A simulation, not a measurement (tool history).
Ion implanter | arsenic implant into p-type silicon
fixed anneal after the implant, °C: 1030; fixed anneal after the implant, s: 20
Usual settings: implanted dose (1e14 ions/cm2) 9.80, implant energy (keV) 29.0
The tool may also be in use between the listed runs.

run	hour	implanted dose (1e14 ions/cm2)	implant energy (keV)	wafers since the last listed run	hours since the last dose calibration	hours since the extraction supply was calibrated	hours since the gauge calibration	read-back reference wafer on the same gauge, sheet resistance	sheet resistance of the implanted and annealed layer (ohm/square)
1	0.0	8.28	29.0	0	633.1	3935.3	290.8	119.96	137.82
2	35.5	8.28	29.0	807	668.6	3970.8	326.3	119.99	138.26
3	59.1	8.28	29.0	537	692.2	3994.4	349.9	120.00	137.88
4	79.5	11.92	33.5	464	712.6	4014.8	370.3	120.00	106.24
5	94.8	11.92	33.5	348	727.9	4030.1	385.6	119.95	105.99
6	117.9	9.80	29.0	525	751.0	4053.2	408.7	120.10	123.39
7	141.5	9.80	29.0	537	774.6	4076.8	432.3	120.01	123.13
8	165.7	9.80	29.0	550	798.8	4101.0	456.5	119.96	123.21
9	186.6	11.28	35.0	475	819.7	4121.9	477.4	119.98	108.53
# hour 199.8: Faraday cup replaced and dose calibrated
10	222.4	11.28	35.0	632	22.6	4157.7	513.2	120.00	108.15
11	246.5	11.28	35.0	548	46.7	4181.8	537.3	120.05	108.24
12	267.7	9.80	29.0	482	67.9	4203.0	558.5	119.99	121.97
13	295.0	8.28	29.0	621	95.2	4230.3	585.8	119.99	136.80
14	321.9	7.00	23.5	612	122.1	4257.2	612.7	119.97	159.68
# hour 323.6: gauge calibrated
15	336.8	9.80	29.0	339	137.0	4272.1	13.2	119.98	121.93
16	349.1	11.35	34.0	279	149.3	4284.4	25.5	120.02	107.96
17	365.9	11.42	29.0	382	166.1	4301.2	42.3	119.99	110.87
18	394.9	8.34	24.0	659	195.1	4330.2	71.3	119.97	140.54
19	409.4	9.80	29.0	329	209.6	4344.7	85.8	119.97	121.90
20	437.5	9.80	22.5	639	237.7	4372.8	113.9	119.99	127.25
21	455.4	8.47	35.0	407	255.6	4390.7	131.8	119.99	130.83
22	481.5	7.35	33.0	593	281.7	4416.8	157.9	120.04	146.55
23	511.8	9.80	36.0	689	312.0	4447.1	188.2	119.92	118.08
24	545.0	9.80	29.0	755	345.2	4480.3	221.4	119.99	122.09
25	571.1	9.80	29.0	593	371.3	4506.4	247.5	120.00	122.52
# hour 581.7: extraction supply calibrated
26	599.0	7.15	34.5	452	399.2	17.3	275.4	120.01	149.06

Forecast run 27:
27	623.8	8.68	39.0	564	424.0	42.1	300.2	?	?

{"run 27": {"read-back reference wafer on the same gauge, sheet resistance": 120.01, "sheet resistance of the implanted and annealed layer (ohm/square)": 126.95}}
Without the tool's hidden state the same run would have given sheet resistance of the implanted and annealed layer (ohm/square) 125.84.
